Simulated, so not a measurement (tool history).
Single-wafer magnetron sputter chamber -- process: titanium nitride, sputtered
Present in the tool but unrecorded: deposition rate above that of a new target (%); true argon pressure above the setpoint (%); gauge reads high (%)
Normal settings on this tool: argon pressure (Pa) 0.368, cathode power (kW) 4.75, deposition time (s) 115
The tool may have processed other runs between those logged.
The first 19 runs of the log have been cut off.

run,hour,argon pressure (Pa),cathode power (kW),deposition time (s),wafers since the last listed run,wafers on the sputter target,hours since the last manometer calibration,hours since the magnet pack was replaced,hours since the gauge calibration,"read-back reference wafer on the same gauge, thickness_nm",mean film thickness on the monitor wafer (Å)
20,1532.2,0.406,3.7,129,1470,7326,3074.9,211.2,295.6,87.898,806.14
# hour 1576.5: sputter target and shields replaced
# hour 1620.7: capacitance manometer re-zeroed and calibrated
21,1631.2,0.368,4.75,138,1205,678,10.5,310.2,394.6,87.894,1188.27
22,1718.1,0.298,5.8,137,1262,1941,97.4,397.1,481.5,87.708,1485.69
23,1761.1,0.368,4.75,115,624,2566,140.4,440.1,524.5,87.797,980.11
24,1864.2,0.512,3.8,133,1497,4063,243.5,543.2,627.6,87.821,837.75
25,1946.5,0.486,5.85,121,1195,5259,325.8,625.5,709.9,87.839,1184.43
26,2005.1,0.368,5.85,136,851,6110,384.4,684.1,768.5,87.897,1387.88
27,2107.1,0.368,4.75,101,1481,7592,486.4,786.1,870.5,87.776,840.98
# hour 2197.5: sputter target and shields replaced
28,2253.2,0.486,5.85,121,2006,808,632.5,932.2,1016.6,87.702,1199.13
29,2344.9,0.312,4.75,115,1332,2141,724.2,1023.9,1108.3,87.961,996.1
30,2397.3,0.429,3.7,106,761,2902,776.6,1076.3,1160.7,87.799,675.61
31,2454.7,0.368,4.75,115,833,3736,834,1133.7,1218.1,87.644,970.81
32,2560.9,0.368,4.15,115,1542,5279,940.2,1239.9,1324.3,87.801,832.07
33,2607.7,0.483,4.75,115,679,5958,987,1286.7,1371.1,87.864,904.3
34,2690.5,0.368,5.6,138,1202,7161,1069.8,1369.5,1453.9,87.912,1336.82
35,2796,0.429,3.6,131,1532,8694,1175.3,1475,1559.4,87.856,782.43

What if the next run were any one of these 3? Each begins from the tool's condition after run 35:
A,2796.4,0.368,4.75,93,5,8700,1175.7,1475.4,1559.8,?,?
B,2796.4,0.513,3.85,115,5,8700,1175.7,1475.4,1559.8,?,?
C,2796.4,0.264,5.85,125,5,8700,1175.7,1475.4,1559.8,?,?

run,"read-back reference wafer on the same gauge, thickness_nm",mean film thickness on the monitor wafer (Å)
A,87.882,752.92
B,87.882,702.55
C,87.882,1313.49
Had the tool no hidden state, the same runs would have come out as:
run,mean film thickness on the monitor wafer (Å)
A,804.04
B,754
C,1397.43
